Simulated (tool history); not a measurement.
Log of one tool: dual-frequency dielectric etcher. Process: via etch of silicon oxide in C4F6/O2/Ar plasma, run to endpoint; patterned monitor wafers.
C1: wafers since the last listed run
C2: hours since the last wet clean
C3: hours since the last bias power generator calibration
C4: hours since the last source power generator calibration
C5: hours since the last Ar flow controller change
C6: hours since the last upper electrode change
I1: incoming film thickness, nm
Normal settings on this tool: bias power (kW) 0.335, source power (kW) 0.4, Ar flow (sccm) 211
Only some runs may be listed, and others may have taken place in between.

Run 1, hour 0: usual settings; C1 0; C2 353.5; C3 4239.9; C4 3325; C5 4315.5; C6 1735.9; I1 93.9. Result: endpoint time (s) 27.5.
Run 2, hour 10.6: usual settings; C1 100; C2 364.1; C3 4250.5; C4 3335.6; C5 4326.1; C6 1746.5; I1 95.5. Result: endpoint time (s) 27.9.
Run 3, hour 23.1: usual settings but source power (kW) 0.47; C1 118; C2 376.6; C3 4263; C4 3348.1; C5 4338.6; C6 1759; I1 94.3. Result: endpoint time (s) 25.7.
Run 4, hour 31.7: usual settings but source power (kW) 0.47; C1 81; C2 385.2; C3 4271.6; C4 3356.7; C5 4347.2; C6 1767.6; I1 95.6. Result: endpoint time (s) 25.4.
Run 5, hour 47.8: usual settings; C1 153; C2 401.3; C3 4287.7; C4 3372.8; C5 4363.3; C6 1783.7; I1 94. Result: endpoint time (s) 27.9.
Run 6, hour 56.1: usual settings; C1 78; C2 409.6; C3 4296; C4 3381.1; C5 4371.6; C6 1792; I1 94.4. Result: endpoint time (s) 28.2.
At hour 98.5: Ar flow controller replaced.
Run 7, hour 105.5: usual settings; C1 412; C2 459; C3 4345.4; C4 3430.5; C5 7; C6 1841.4; I1 94.3. Result: endpoint time (s) 27.9.
Run 8, hour 112.4: usual settings; C1 65; C2 465.9; C3 4352.3; C4 3437.4; C5 13.9; C6 1848.3; I1 94.8. Result: endpoint time (s) 28.3.
Run 9, hour 125.3: usual settings; C1 122; C2 478.8; C3 4365.2; C4 3450.3; C5 26.8; C6 1861.2; I1 94.2. Result: endpoint time (s) 28.
At hour 166.6: source power generator calibrated.
At hour 170: wet clean of the chamber.
Run 10, hour 170.5: usual settings but source power (kW) 0.3, Ar flow (sccm) 251; C1 359; C2 0.5; C3 4410.4; C4 3.9; C5 72; C6 1906.4; I1 94.7. Result: endpoint time (s) 32.7.
Run 11, hour 182.3: usual settings but bias power (kW) 0.294, source power (kW) 0.47; C1 112; C2 12.3; C3 4422.2; C4 15.7; C5 83.8; C6 1918.2; I1 95.4. Result: endpoint time (s) 25.9.
At hour 216: upper electrode replaced.
Run 12, hour 216.5: usual settings but bias power (kW) 0.266, source power (kW) 0.43, Ar flow (sccm) 186; C1 97; C2 46.5; C3 4456.4; C4 49.9; C5 118; C6 0.5; I1 95.7. Result: endpoint time (s) 27.9.
Run 13, hour 216.9: usual settings but bias power (kW) 0.387, source power (kW) 0.36; C1 3; C2 46.9; C3 4456.8; C4 50.3; C5 118.4; C6 0.9; I1 94.2. Result: endpoint time (s) 26.6.
Run 14, hour 252.5: usual settings but bias power (kW) 0.409, Ar flow (sccm) 189; C1 338; C2 82.5; C3 4492.4; C4 85.9; C5 154; C6 36.5; I1 95.3. Result: endpoint time (s) 24.9.
Run 15, hour 265.3: usual settings; C1 121; C2 95.3; C3 4505.2; C4 98.7; C5 166.8; C6 49.3; I1 95.8. Result: endpoint time (s) 27.
Run 16, hour 276.7: usual settings; C1 108; C2 106.7; C3 4516.6; C4 110.1; C5 178.2; C6 60.7; I1 94.8. Result: endpoint time (s) 27.
At hour 285.2: bias power generator calibrated.
Run 17, hour 292.4: usual settings but bias power (kW) 0.412, source power (kW) 0.49, Ar flow (sccm) 229; C1 111; C2 122.4; C3 7.2; C4 125.8; C5 193.9; C6 76.4; I1 95.7. Result: endpoint time (s) 22.4.
Run 18, hour 299.7: usual settings but source power (kW) 0.48; C1 69; C2 129.7; C3 14.5; C4 133.1; C5 201.2; C6 83.7; I1 94.7. Result: endpoint time (s) 24.2.
Run 19, hour 308.4: usual settings; C1 82; C2 138.4; C3 23.2; C4 141.8; C5 209.9; C6 92.4; I1 95.2. Result: endpoint time (s) 27.3.
Run 20, hour 319.9: usual settings but Ar flow (sccm) 161; C1 109; C2 149.9; C3 34.7; C4 153.3; C5 221.4; C6 103.9; I1 95.9. Result: endpoint time (s) 27.2.
Run 21, hour 334.8: usual settings but bias power (kW) 0.374, source power (kW) 0.3; C1 141; C2 164.8; C3 49.6; C4 168.2; C5 236.3; C6 118.8; I1 95.5. Result: endpoint time (s) 31.5.
Run 22, hour 351: usual settings but bias power (kW) 0.288, source power (kW) 0.35, Ar flow (sccm) 253; C1 154; C2 181; C3 65.8; C4 184.4; C5 252.5; C6 135; I1 94.7. Result: endpoint time (s) 31.5.
Run 23, hour 360.1: usual settings but bias power (kW) 0.283, source power (kW) 0.3, Ar flow (sccm) 248; C1 86; C2 190.1; C3 74.9; C4 193.5; C5 261.6; C6 144.1; I1 94.1. Result: endpoint time (s) 35.4.
Run 24, hour 375.5: usual settings but source power (kW) 0.46, Ar flow (sccm) 242; C1 146; C2 205.5; C3 90.3; C4 208.9; C5 277; C6 159.5; I1 94.2. Result: endpoint time (s) 25.1.
Run 25, hour 386.4: usual settings but bias power (kW) 0.377, Ar flow (sccm) 164; C1 103; C2 216.4; C3 101.2; C4 219.8; C5 287.9; C6 170.4; I1 94. Result: endpoint time (s) 25.3.
Run 26, hour 392.5: usual settings but bias power (kW) 0.388, Ar flow (sccm) 187; C1 58; C2 222.5; C3 107.3; C4 225.9; C5 294; C6 176.5; I1 95.7. Result: endpoint time (s) 25.5.
Run 27, hour 437.5: usual settings but bias power (kW) 0.271, source power (kW) 0.45, Ar flow (sccm) 169; C1 428; C2 267.5; C3 152.3; C4 270.9; C5 339; C6 221.5; I1 94.3. Result: endpoint time (s) 27.2.
Run 28, hour 450.5: usual settings but Ar flow (sccm) 234; C1 123; C2 280.5; C3 165.3; C4 283.9; C5 352; C6 234.5; I1 93.7. Result: endpoint time (s) 27.5.
Run 29, hour 460.3: usual settings but bias power (kW) 0.3, source power (kW) 0.47, Ar flow (sccm) 257; C1 93; C2 290.3; C3 175.1; C4 293.7; C5 361.8; C6 244.3; I1 95.1. Result: endpoint time (s) 26.6.
Run 30, hour 469.5: usual settings but Ar flow (sccm) 263; C1 87; C2 299.5; C3 184.3; C4 302.9; C5 371; C6 253.5; I1 95. Result: endpoint time (s) 27.6.

Predict each of these 3 candidate next runs independently; none follows another, all start after run 30:
Run A, hour 469.9: usual settings but bias power (kW) 0.404; C1 3; C2 299.9; C3 184.7; C4 303.3; C5 371.4; C6 253.9; I1 93.8. Result: endpoint time (s) ?.
Run B, hour 469.9: usual settings but bias power (kW) 0.306; C1 3; C2 299.9; C3 184.7; C4 303.3; C5 371.4; C6 253.9; I1 93.8. Result: endpoint time (s) ?.
Run C, hour 469.9: usual settings but bias power (kW) 0.269; C1 3; C2 299.9; C3 184.7; C4 303.3; C5 371.4; C6 253.9; I1 93.8. Result: endpoint time (s) ?.

run  endpoint time (s)
  A               25.3
  B               28.4
  C                 30
Take away the tool's hidden state, keep each run's random variation, and the runs would have read:
run  endpoint time (s)
  A               24.6
  B               27.6
  C               29.1
